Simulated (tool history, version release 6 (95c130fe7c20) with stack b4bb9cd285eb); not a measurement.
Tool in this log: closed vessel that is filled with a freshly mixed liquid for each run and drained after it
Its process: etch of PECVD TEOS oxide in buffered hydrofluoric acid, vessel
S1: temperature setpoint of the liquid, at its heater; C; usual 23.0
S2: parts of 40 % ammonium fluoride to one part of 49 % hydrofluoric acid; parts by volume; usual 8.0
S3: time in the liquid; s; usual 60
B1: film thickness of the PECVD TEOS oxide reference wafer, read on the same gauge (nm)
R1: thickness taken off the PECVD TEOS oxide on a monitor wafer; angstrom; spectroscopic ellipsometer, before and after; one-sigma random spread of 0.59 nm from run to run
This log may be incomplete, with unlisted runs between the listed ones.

run 1 hour=0.0 | S1=23.0 S2=8.0 S3=60 | B1=149.98 | R1=1441.4
run 2 hour=89.7 | S1=23.0 S2=8.0 S3=60 | B1=150.00 | R1=1447.3
run 3 hour=151.4 | S1=23.0 S2=8.0 S3=60 | B1=150.02 | R1=1452.8
run 4 hour=218.9 | S1=23.0 S2=8.0 S3=60 | B1=149.99 | R1=1444.4
-- hour=231.6 hydrofluoric acid flow meter replaced
-- hour=315.1 thermometer replaced
run 5 hour=323.9 | S1=23.0 S2=8.0 S3=60 | B1=149.99 | R1=1470.1
run 6 hour=414.2 | S1=23.0 S2=8.0 S3=60 | B1=150.01 | R1=1476.8
run 7 hour=484.6 | S1=24.5 S2=8.0 S3=60 | B1=150.01 | R1=1594.9
run 8 hour=737.5 | S1=23.0 S2=8.0 S3=60 | B1=149.96 | R1=1477.9
run 9 hour=834.4 | S1=23.0 S2=8.0 S3=60 | B1=150.01 | R1=1481.3
run 10 hour=902.4 | S1=23.0 S2=8.0 S3=60 | B1=150.01 | R1=1486.6
-- hour=923.2 hydrofluoric acid flow meter replaced, repeated, since the last time left the tool worse
-- hour=928.4 thermometer replaced
run 11 hour=1002.3 | S1=27.0 S2=9.0 S3=30 | B1=149.99 | R1=771.0
run 12 hour=1060.3 | S1=18.5 S2=5.5 S3=60 | B1=150.01 | R1=1568.0
run 13 hour=1163.8 | S1=23.0 S2=8.0 S3=60 | B1=150.01 | R1=1426.0
run 14 hour=1254.5 | S1=25.5 S2=10.0 S3=75 | B1=150.02 | R1=1667.0
-- hour=1282.4 gauge calibrated
run 15 hour=1340.1 | S1=23.0 S2=8.0 S3=60 | B1=150.00 | R1=1416.1
run 16 hour=1386.9 | S1=23.0 S2=8.0 S3=60 | B1=149.98 | R1=1420.6
run 17 hour=1423.6 | S1=28.0 S2=8.0 S3=50 | B1=150.00 | R1=1552.3
run 18 hour=1479.1 | S1=19.5 S2=8.0 S3=60 | B1=149.99 | R1=1175.1
run 19 hour=1549.0 | S1=23.0 S2=8.0 S3=60 | B1=150.02 | R1=1420.0
run 20 hour=1608.5 | S1=23.0 S2=8.0 S3=60 | B1=149.98 | R1=1425.4
run 21 hour=1707.1 | S1=27.5 S2=8.0 S3=60 | B1=150.01 | R1=1841.1
-- hour=1728.8 thermometer replaced
run 22 hour=1779.3 | S1=23.0 S2=9.0 S3=60 | B1=150.01 | R1=1258.5
run 23 hour=1840.4 | S1=23.0 S2=8.0 S3=60 | B1=149.99 | R1=1440.4
-- hour=2054.3 hydrofluoric acid flow meter replaced
run 24 hour=2081.1 | S1=23.0 S2=8.0 S3=70 | B1=150.00 | R1=1643.8
run 25 hour=2133.4 | S1=19.5 S2=7.0 S3=45 | B1=150.04 | R1=1002.4
run 26 hour=2184.7 | S1=23.0 S2=8.0 S3=60 | B1=149.98 | R1=1413.3
run 27 hour=2245.7 | S1=26.5 S2=9.5 S3=40 | B1=150.00 | R1=965.7
run 28 hour=2342.3 | S1=23.0 S2=5.5 S3=60 | B1=150.00 | R1=1998.0
-- hour=2363.2 thermometer replaced
run 29 hour=2407.0 | S1=23.0 S2=8.0 S3=60 | B1=149.97 | R1=1414.3
run 30 hour=2478.3 | S1=23.0 S2=10.0 S3=60 | B1=150.00 | R1=1168.3
run 31 hour=2576.3 | S1=23.0 S2=11.0 S3=50 | B1=150.01 | R1=891.4
run 32 hour=2640.8 | S1=21.5 S2=8.0 S3=40 | B1=150.00 | R1=868.9

Below, some changes in R1 between adjacent runs. For each, the amount present without the hidden state too (settings, incoming material, random variation) and the amount remaining for the hidden state with gauge scatter not shared by both compared results:
Hidden state at play: liquid colder than its thermometer reads (K); hydrofluoric acid flow above the setpoint (%); gauge reads high (%).
Run 4 -> 5: hydrofluoric acid flow meter replaced, thermometer replaced. R1 +25.7 angstrom: hidden state +23.9, all else +1.8.
Run 10 -> 11: S1 23.0 -> 27.0, S2 8.0 -> 9.0, S3 60 -> 30, hydrofluoric acid flow meter replaced, repeated, since the last time left the tool worse, thermometer replaced. R1 -715.6 angstrom: hidden state -74.8, all else -640.8.
Run 11 -> 12: S1 27.0 -> 18.5, S2 9.0 -> 5.5, S3 30 -> 60. R1 +797.0 angstrom: hidden state +3.5, all else +793.5.
Run 23 -> 24: S3 60 -> 70, hydrofluoric acid flow meter replaced. R1 +203.4 angstrom: hidden state -25.2, all else +228.6.
Run 27 -> 28: S1 26.5 -> 23.0, S2 9.5 -> 5.5, S3 40 -> 60. R1 +1032.3 angstrom: hidden state +7.5, all else +1024.8.

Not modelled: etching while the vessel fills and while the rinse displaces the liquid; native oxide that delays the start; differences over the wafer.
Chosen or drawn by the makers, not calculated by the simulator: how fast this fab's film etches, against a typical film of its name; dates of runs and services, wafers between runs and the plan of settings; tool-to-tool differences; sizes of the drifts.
